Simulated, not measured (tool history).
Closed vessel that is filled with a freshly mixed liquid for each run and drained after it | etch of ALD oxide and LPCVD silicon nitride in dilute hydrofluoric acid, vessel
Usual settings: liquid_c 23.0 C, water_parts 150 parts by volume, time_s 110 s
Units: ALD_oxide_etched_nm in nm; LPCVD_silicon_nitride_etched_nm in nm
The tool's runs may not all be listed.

| run | day | liquid_c | water_parts | time_s | wafers since the last listed run | hours since the thermometer was replaced | hours since the hydrofluoric acid flow meter was replaced | hours since the gauge calibration | read-back film thickness of the ALD oxide reference wafer, read on the same gauge (nm) | read-back film thickness of the LPCVD silicon nitride reference wafer, read on the same gauge (nm) | ALD_oxide_etched_nm | LPCVD_silicon_nitride_etched_nm |
|---|---|---|---|---|---|---|---|---|---|---|---|---|
| 1 | 0.000 | 21.5 | 150 | 110 | 0 | 1539.3 | 1755.6 | 641.1 | 70.00 | 90.024 | 17.52 | 0.265 |
| 2 | 0.775 | 25.0 | 205 | 55 | 2433 | 1557.9 | 1774.2 | 659.7 | 69.99 | 90.010 | 7.00 | 0.129 |
| 3 | 1.700 | 19.0 | 150 | 170 | 2904 | 1580.1 | 1796.4 | 681.9 | 70.02 | 89.972 | 24.75 | 0.386 |
| 4 | 2.792 | 25.5 | 110 | 60 | 3427 | 1606.3 | 1822.6 | 708.1 | 70.01 | 90.002 | 16.08 | 0.278 |
|  | 4.212 | hydrofluoric acid flow meter replaced |
| 5 | 4.250 | 23.0 | 150 | 110 | 4448 | 1641.3 | 0.9 | 743.1 | 70.00 | 90.014 | 18.56 | 0.307 |
| 6 | 5.475 | 18.0 | 180 | 110 | 3846 | 1670.7 | 30.3 | 772.5 | 69.98 | 90.007 | 12.49 | 0.196 |
| 7 | 6.900 | 23.0 | 150 | 110 | 4474 | 1704.9 | 64.5 | 806.7 | 70.00 | 89.958 | 18.71 | 0.304 |
| 8 | 7.529 | 20.0 | 150 | 135 | 1975 | 1720.0 | 79.6 | 821.8 | 70.00 | 90.011 | 20.49 | 0.281 |
| 9 | 8.596 | 27.5 | 175 | 145 | 3349 | 1745.6 | 105.2 | 847.4 | 70.00 | 90.008 | 24.14 | 0.478 |
| 10 | 9.988 | 28.0 | 150 | 110 | 4369 | 1779.0 | 138.6 | 880.8 | 69.99 | 89.970 | 22.67 | 0.424 |
|  | 10.312 | gauge calibrated |
| 11 | 10.562 | 23.0 | 150 | 110 | 1805 | 1792.8 | 152.4 | 6.0 | 70.00 | 89.972 | 18.71 | 0.331 |
| 12 | 11.842 | 23.0 | 150 | 110 | 4016 | 1823.5 | 183.1 | 36.7 | 69.99 | 90.002 | 18.73 | 0.326 |
| 13 | 12.871 | 20.0 | 170 | 65 | 3231 | 1848.2 | 207.8 | 61.4 | 70.00 | 90.035 | 8.48 | 0.118 |
| 14 | 14.312 | 20.5 | 185 | 85 | 4526 | 1882.8 | 242.4 | 96.0 | 70.01 | 89.983 | 10.21 | 0.182 |
|  | 16.721 | thermometer replaced |
| 15 | 18.042 | 23.0 | 150 | 110 | 11578 | 31.7 | 331.9 | 185.5 | 69.99 | 89.950 | 19.19 | 0.385 |
| 16 | 19.317 | 23.0 | 175 | 55 | 4003 | 62.3 | 362.5 | 216.1 | 70.02 | 90.040 | 8.00 | 0.146 |
| 17 | 20.079 | 21.0 | 225 | 175 | 2394 | 80.6 | 380.8 | 234.4 | 70.00 | 90.012 | 17.52 | 0.264 |
| 18 | 20.962 | 23.0 | 150 | 110 | 2773 | 101.8 | 402.0 | 255.6 | 70.01 | 89.973 | 19.25 | 0.357 |
| 19 | 21.675 | 23.0 | 150 | 65 | 2237 | 118.9 | 419.1 | 272.7 | 70.02 | 89.999 | 11.42 | 0.186 |
| 20 | 23.096 | 23.0 | 150 | 110 | 4461 | 153.0 | 453.2 | 306.8 | 69.98 | 89.971 | 19.03 | 0.333 |
| 21 | 23.658 | 20.5 | 150 | 65 | 1766 | 166.5 | 466.7 | 320.3 | 70.01 | 90.003 | 10.20 | 0.157 |
| 22 | 24.546 | 27.5 | 115 | 65 | 2786 | 187.8 | 488.0 | 341.6 | 70.01 | 89.999 | 18.36 | 0.341 |
| 23 | 25.717 | 20.0 | 185 | 110 | 3676 | 215.9 | 516.1 | 369.7 | 70.00 | 89.971 | 13.32 | 0.218 |
| 24 | 26.292 | 23.0 | 150 | 110 | 1805 | 229.7 | 529.9 | 383.5 | 70.00 | 89.976 | 19.04 | 0.263 |
| 25 | 27.688 | 23.0 | 150 | 110 | 4382 | 263.2 | 563.4 | 417.0 | 70.00 | 89.982 | 19.27 | 0.346 |

Forecast each of these 5 alternatives for the next run:
| A | 27.717 | 23.0 | 190 | 110 | 91 | 263.9 | 564.1 | 417.7 | ? | ? | ? | ? |
| B | 27.717 | 19.0 | 95 | 75 | 91 | 263.9 | 564.1 | 417.7 | ? | ? | ? | ? |
| C | 27.717 | 20.5 | 110 | 75 | 91 | 263.9 | 564.1 | 417.7 | ? | ? | ? | ? |
| D | 27.717 | 26.0 | 205 | 90 | 91 | 263.9 | 564.1 | 417.7 | ? | ? | ? | ? |
| E | 27.717 | 18.5 | 85 | 140 | 91 | 263.9 | 564.1 | 417.7 | ? | ? | ? | ? |

| run | read-back film thickness of the ALD oxide reference wafer, read on the same gauge (nm) | read-back film thickness of the LPCVD silicon nitride reference wafer, read on the same gauge (nm) | ALD_oxide_etched_nm | LPCVD_silicon_nitride_etched_nm |
|---|---|---|---|---|
| A | 69.99 | 90.005 | 14.50 | 0.288 |
| B | 69.99 | 90.005 | 18.69 | 0.296 |
| C | 69.99 | 90.005 | 16.89 | 0.284 |
| D | 69.99 | 90.005 | 12.09 | 0.264 |
| E | 69.99 | 90.005 | 38.60 | 0.595 |
Without the tool's hidden state the same runs would have given:
| run | ALD_oxide_etched_nm | LPCVD_silicon_nitride_etched_nm |
|---|---|---|
| A | 14.58 | 0.290 |
| B | 18.81 | 0.299 |
| C | 16.99 | 0.287 |
| D | 12.15 | 0.266 |
| E | 38.85 | 0.601 |
